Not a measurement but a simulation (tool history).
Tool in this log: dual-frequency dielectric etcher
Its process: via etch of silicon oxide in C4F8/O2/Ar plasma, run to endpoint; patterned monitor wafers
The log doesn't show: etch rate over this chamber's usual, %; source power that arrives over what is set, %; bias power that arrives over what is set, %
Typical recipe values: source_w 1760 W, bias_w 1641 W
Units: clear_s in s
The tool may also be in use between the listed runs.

| run | hour | source_w | bias_w | wafers since the last listed run | hours since the last wet clean | hours since the last source power generator calibration | hours since the last bias power generator calibration | hours since the last upper electrode change | incoming incoming film thickness, nm | clear_s |
|---|---|---|---|---|---|---|---|---|---|---|
| 1 | 0 | 1760 | 1641 | 0 | 419.9 | 3566.1 | 1138.3 | 5216.8 | 1450.8 | 316.8 |
|  | 14.2 | wet clean of the chamber |
| 2 | 70 | 1900 | 1641 | 230 | 55.8 | 3636.1 | 1208.3 | 5286.8 | 1439 | 294.3 |
| 3 | 114.8 | 1760 | 1641 | 184 | 100.6 | 3680.9 | 1253.1 | 5331.6 | 1455.8 | 312 |
| 4 | 152.4 | 1760 | 1641 | 154 | 138.2 | 3718.5 | 1290.7 | 5369.2 | 1450.4 | 309.7 |
| 5 | 184.4 | 1760 | 1641 | 131 | 170.2 | 3750.5 | 1322.7 | 5401.2 | 1442.2 | 307.7 |
| 6 | 209.2 | 1610 | 1641 | 102 | 195 | 3775.3 | 1347.5 | 5426 | 1454.1 | 326 |
| 7 | 252.5 | 1610 | 1641 | 178 | 238.3 | 3818.6 | 1390.8 | 5469.3 | 1454.1 | 326.2 |
| 8 | 285.5 | 1610 | 1641 | 136 | 271.3 | 3851.6 | 1423.8 | 5502.3 | 1435.6 | 321.3 |
| 9 | 310.9 | 1760 | 1829 | 104 | 296.7 | 3877 | 1449.2 | 5527.7 | 1446.7 | 298.4 |
| 10 | 377.6 | 1760 | 1641 | 274 | 363.4 | 3943.7 | 1515.9 | 5594.4 | 1435.3 | 313.7 |
|  | 423.4 | upper electrode replaced |
|  | 425.3 | wet clean of the chamber |
| 11 | 431.4 | 1760 | 1641 | 114 | 6.1 | 3997.5 | 1569.7 | 8 | 1436 | 318.6 |
| 12 | 458.9 | 1470 | 1641 | 113 | 33.6 | 4025 | 1597.2 | 35.5 | 1428.3 | 344.4 |
| 13 | 518 | 2150 | 1291 | 243 | 92.7 | 4084.1 | 1656.3 | 94.6 | 1443.7 | 325.8 |
| 14 | 556.6 | 2050 | 1399 | 159 | 131.3 | 4122.7 | 1694.9 | 133.2 | 1457 | 326.5 |
| 15 | 622.6 | 2070 | 1479 | 272 | 197.3 | 4188.7 | 1760.9 | 199.2 | 1449.3 | 315.7 |
| 16 | 681.7 | 1380 | 1248 | 243 | 256.4 | 4247.8 | 1820 | 258.3 | 1437.3 | 408.8 |
|  | 712 | wet clean of the chamber, repeated, since the last time left the tool worse |
| 17 | 718.5 | 1900 | 1641 | 52 | 6.5 | 4284.6 | 1856.8 | 295.1 | 1440 | 293.6 |
| 18 | 748.7 | 1430 | 1876 | 124 | 36.7 | 4314.8 | 1887 | 325.3 | 1458.3 | 320.7 |
|  | 829.3 | bias power generator calibrated |
| 19 | 859.1 | 1760 | 1641 | 438 | 147.1 | 4425.2 | 29.8 | 435.7 | 1457.6 | 312.7 |
| 20 | 890.8 | 1390 | 1641 | 130 | 178.8 | 4456.9 | 61.5 | 467.4 | 1437 | 345.9 |
|  | 900.1 | source power generator calibrated |
| 21 | 933.8 | 1760 | 1415 | 160 | 221.8 | 33.7 | 104.5 | 510.4 | 1453.7 | 330.6 |
| 22 | 989.8 | 1760 | 1641 | 230 | 277.8 | 89.7 | 160.5 | 566.4 | 1443.3 | 311.5 |
|  | 1040.2 | wet clean of the chamber |
| 23 | 1060.9 | 1450 | 1242 | 194 | 20.7 | 160.8 | 231.6 | 637.5 | 1453.3 | 379.4 |
| 24 | 1101.9 | 1760 | 1641 | 168 | 61.7 | 201.8 | 272.6 | 678.5 | 1441.6 | 307 |
| 25 | 1164.1 | 2030 | 1420 | 256 | 123.9 | 264 | 334.8 | 740.7 | 1459.2 | 309.1 |

Pick out some run-to-run changes in clear_s. Of each, how much would a tool without hidden state show as well, from the settings, what came in and chance, and how much is left for the hidden state and any gauge scatter not in both results compared?
Run 1 -> 2: source_w 1760 -> 1900, wet clean of the chamber. clear_s -22.5 s: hidden state -8.3, all else -14.2.
Run 15 -> 16: source_w 2070 -> 1380, bias_w 1479 -> 1248. clear_s +93.1 s: hidden state +7.6, all else +85.5.
Run 16 -> 17: source_w 1380 -> 1900, bias_w 1248 -> 1641, wet clean of the chamber, repeated, since the last time left the tool worse. clear_s -115.2 s: hidden state -27.3, all else -87.9.
